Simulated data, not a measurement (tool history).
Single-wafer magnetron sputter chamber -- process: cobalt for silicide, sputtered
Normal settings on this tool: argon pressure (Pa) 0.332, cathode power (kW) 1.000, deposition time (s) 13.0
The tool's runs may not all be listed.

run	hour	argon pressure (Pa)	cathode power (kW)	deposition time (s)	wafers since the last listed run	wafers on the sputter target	hours since the last manometer calibration	hours since the magnet pack was replaced	hours since the gauge calibration	read-back reference wafer on the same gauge, thickness_nm	mean film thickness on the monitor wafer (Å)
1	0.0	0.332	1.000	13.9	0	3858	980.2	8602.8	67.1	5.964	72.26
2	15.7	0.332	1.000	13.9	254	4112	995.9	8618.5	82.8	5.959	72.39
3	23.4	0.332	1.000	13.9	124	4236	1003.6	8626.2	90.5	5.956	72.39
4	34.1	0.332	1.000	13.0	173	4410	1014.3	8636.9	101.2	5.962	67.88
5	47.2	0.332	1.000	13.0	212	4622	1027.4	8650.0	114.3	5.962	67.71
6	58.9	0.332	1.000	13.0	189	4811	1039.1	8661.7	126.0	5.956	67.37
7	71.1	0.332	1.000	13.8	197	5009	1051.3	8673.9	138.2	5.958	71.63
8	84.2	0.448	1.100	13.0	212	5221	1064.4	8687.0	151.3	5.958	71.95
9	99.3	0.395	0.900	11.7	244	5465	1079.5	8702.1	166.4	5.961	54.36
10	112.4	0.332	1.100	11.0	212	5677	1092.6	8715.2	179.5	5.960	62.37
# hour 125.6: sputter target and shields replaced
# hour 132.8: capacitance manometer re-zeroed and calibrated
# hour 133.9: gauge calibrated
# hour 136.4: magnet pack replaced
11	136.9	0.332	1.000	13.0	93	8	4.1	0.5	3.0	5.960	69.16
12	142.7	0.247	1.100	13.8	93	102	9.9	6.3	8.8	5.960	81.78
13	183.4	0.332	1.000	13.0	658	761	50.6	47.0	49.5	5.957	68.63
14	195.1	0.332	1.000	13.0	189	950	62.3	58.7	61.2	5.957	68.34

Here are 3 independent what-if runs from the current tool condition. What would each one return?
A	195.5	0.332	1.000	15.4	6	956	62.7	59.1	61.6	?	?
B	195.5	0.332	1.000	15.3	6	956	62.7	59.1	61.6	?	?
C	195.5	0.332	0.800	10.6	6	956	62.7	59.1	61.6	?	?

run	read-back reference wafer on the same gauge, thickness_nm	mean film thickness on the monitor wafer (Å)
A	5.961	81.04
B	5.961	80.51
C	5.961	45.49
Take away the tool's hidden state, keep each run's random variation, and the runs would have read:
run	mean film thickness on the monitor wafer (Å)
A	81.97
B	81.44
C	46.01
